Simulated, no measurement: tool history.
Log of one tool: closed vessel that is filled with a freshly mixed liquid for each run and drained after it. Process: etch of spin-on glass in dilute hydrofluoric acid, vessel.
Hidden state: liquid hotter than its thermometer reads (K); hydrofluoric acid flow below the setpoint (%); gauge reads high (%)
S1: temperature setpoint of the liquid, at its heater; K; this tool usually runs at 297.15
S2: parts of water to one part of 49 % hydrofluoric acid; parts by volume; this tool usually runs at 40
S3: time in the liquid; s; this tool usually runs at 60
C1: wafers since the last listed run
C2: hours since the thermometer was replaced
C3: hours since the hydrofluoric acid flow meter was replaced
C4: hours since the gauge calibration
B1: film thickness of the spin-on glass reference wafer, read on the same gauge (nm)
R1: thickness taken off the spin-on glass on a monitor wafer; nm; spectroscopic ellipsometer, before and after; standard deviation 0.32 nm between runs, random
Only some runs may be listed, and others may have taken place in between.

run 1 hour=0.0 | S1=297.15 S2=40 S3=60 | C1=0 C2=1714.3 C3=173.9 C4=53.5 | B1=150.02 | R1=50.65
run 2 hour=21.4 | S1=297.15 S2=40 S3=60 | C1=2891 C2=1735.7 C3=195.3 C4=74.9 | B1=150.00 | R1=50.44
run 3 hour=47.3 | S1=297.15 S2=40 S3=60 | C1=3499 C2=1761.6 C3=221.2 C4=100.8 | B1=150.04 | R1=50.54
run 4 hour=70.9 | S1=297.15 S2=40 S3=60 | C1=3188 C2=1785.2 C3=244.8 C4=124.4 | B1=150.01 | R1=50.24
run 5 hour=87.8 | S1=297.15 S2=40 S3=60 | C1=2283 C2=1802.1 C3=261.7 C4=141.3 | B1=149.98 | R1=50.85
run 6 hour=119.2 | S1=297.15 S2=40 S3=60 | C1=4242 C2=1833.5 C3=293.1 C4=172.7 | B1=150.00 | R1=51.28
run 7 hour=131.3 | S1=297.15 S2=40 S3=75 | C1=1634 C2=1845.6 C3=305.2 C4=184.8 | B1=150.02 | R1=63.39
run 8 hour=150.7 | S1=297.15 S2=50 S3=60 | C1=2620 C2=1865.0 C3=324.6 C4=204.2 | B1=150.00 | R1=39.75
run 9 hour=184.2 | S1=297.15 S2=50 S3=60 | C1=4525 C2=1898.5 C3=358.1 C4=237.7 | B1=149.99 | R1=39.99
run 10 hour=216.1 | S1=293.65 S2=40 S3=75 | C1=4309 C2=1930.4 C3=390.0 C4=269.6 | B1=149.99 | R1=54.38
run 11 hour=231.0 | S1=293.65 S2=40 S3=75 | C1=2012 C2=1945.3 C3=404.9 C4=284.5 | B1=150.01 | R1=54.96
run 12 hour=253.4 | S1=297.15 S2=40 S3=60 | C1=3026 C2=1967.7 C3=427.3 C4=306.9 | B1=150.00 | R1=50.57
run 13 hour=268.7 | S1=297.15 S2=40 S3=60 | C1=2066 C2=1983.0 C3=442.6 C4=322.2 | B1=150.01 | R1=50.79
run 14 hour=294.3 | S1=293.15 S2=35 S3=60 | C1=3458 C2=2008.6 C3=468.2 C4=347.8 | B1=150.01 | R1=49.60
run 15 hour=327.0 | S1=293.15 S2=35 S3=60 | C1=4417 C2=2041.3 C3=500.9 C4=380.5 | B1=150.00 | R1=49.24
run 16 hour=412.7 | S1=293.15 S2=35 S3=60 | C1=11577 C2=2127.0 C3=586.6 C4=466.2 | B1=149.98 | R1=49.14
run 17 hour=444.2 | S1=297.15 S2=40 S3=60 | C1=4255 C2=2158.5 C3=618.1 C4=497.7 | B1=150.00 | R1=51.02
run 18 hour=470.9 | S1=297.15 S2=40 S3=60 | C1=3607 C2=2185.2 C3=644.8 C4=524.4 | B1=150.01 | R1=51.84
-- hour=487.5 gauge calibrated
run 19 hour=504.4 | S1=297.15 S2=40 S3=60 | C1=4525 C2=2218.7 C3=678.3 C4=16.9 | B1=150.00 | R1=51.32
run 20 hour=529.7 | S1=297.15 S2=20 S3=70 | C1=3417 C2=2244.0 C3=703.6 C4=42.2 | B1=149.98 | R1=122.01
run 21 hour=553.6 | S1=297.15 S2=40 S3=45 | C1=3228 C2=2267.9 C3=727.5 C4=66.1 | B1=150.00 | R1=38.44
run 22 hour=583.1 | S1=292.65 S2=40 S3=30 | C1=3985 C2=2297.4 C3=757.0 C4=95.6 | B1=150.01 | R1=20.90
run 23 hour=598.0 | S1=293.65 S2=55 S3=35 | C1=2012 C2=2312.3 C3=771.9 C4=110.5 | B1=149.98 | R1=18.46
-- hour=620.1 thermometer replaced
run 24 hour=623.1 | S1=295.15 S2=40 S3=45 | C1=3255 C2=3.0 C3=797.0 C4=135.6 | B1=149.98 | R1=33.15
run 25 hour=651.2 | S1=297.15 S2=40 S3=60 | C1=3796 C2=31.1 C3=825.1 C4=163.7 | B1=150.03 | R1=47.87
run 26 hour=672.9 | S1=297.15 S2=40 S3=60 | C1=2931 C2=52.8 C3=846.8 C4=185.4 | B1=149.99 | R1=48.22
run 27 hour=691.0 | S1=295.15 S2=20 S3=30 | C1=2445 C2=70.9 C3=864.9 C4=203.5 | B1=150.00 | R1=45.62
-- hour=702.8 hydrofluoric acid flow meter replaced
run 28 hour=724.1 | S1=297.15 S2=40 S3=85 | C1=4336 C2=104.0 C3=21.3 C4=236.6 | B1=150.00 | R1=67.79
run 29 hour=750.2 | S1=297.15 S2=40 S3=60 | C1=3526 C2=130.1 C3=47.4 C4=262.7 | B1=150.00 | R1=47.82
run 30 hour=763.2 | S1=297.15 S2=20 S3=60 | C1=1756 C2=143.1 C3=60.4 C4=275.7 | B1=149.96 | R1=98.64
run 31 hour=849.4 | S1=292.65 S2=30 S3=30 | C1=11645 C2=229.3 C3=146.6 C4=361.9 | B1=149.98 | R1=27.02
run 32 hour=863.2 | S1=297.15 S2=60 S3=60 | C1=1864 C2=243.1 C3=160.4 C4=375.7 | B1=149.99 | R1=31.41
run 33 hour=885.2 | S1=301.65 S2=40 S3=45 | C1=2972 C2=265.1 C3=182.4 C4=397.7 | B1=150.00 | R1=43.17
run 34 hour=905.2 | S1=297.15 S2=40 S3=60 | C1=2701 C2=285.1 C3=202.4 C4=417.7 | B1=149.99 | R1=48.82
run 35 hour=924.5 | S1=293.15 S2=45 S3=60 | C1=2607 C2=304.4 C3=221.7 C4=437.0 | B1=149.98 | R1=36.31

Measured result minus the same run's result without the hidden state. Both carry the same run-to-run variation, though not necessarily the same gauge scatter:
run=1 R1=+2.41
run=2 R1=+2.42
run=3 R1=+2.46
run=4 R1=+2.49
run=5 R1=+2.53
run=6 R1=+2.60
run=7 R1=+3.24
run=8 R1=+2.03
run=9 R1=+2.07
run=10 R1=+2.98
run=11 R1=+3.04
run=12 R1=+2.74
run=13 R1=+2.77
run=14 R1=+2.84
run=15 R1=+2.86
run=16 R1=+2.97
run=17 R1=+3.02
run=18 R1=+3.11
run=19 R1=+3.12
run=20 R1=+7.64
run=21 R1=+2.40
run=22 R1=+1.36
run=23 R1=+1.19
run=24 R1=+0.02
run=25 R1=+0.08
run=26 R1=+0.10
run=27 R1=+0.14
run=28 R1=+0.25
run=29 R1=+0.22
run=30 R1=+0.50
run=31 R1=+0.20
run=32 R1=+0.23
run=33 R1=+0.34
run=34 R1=+0.42
run=35 R1=+0.33

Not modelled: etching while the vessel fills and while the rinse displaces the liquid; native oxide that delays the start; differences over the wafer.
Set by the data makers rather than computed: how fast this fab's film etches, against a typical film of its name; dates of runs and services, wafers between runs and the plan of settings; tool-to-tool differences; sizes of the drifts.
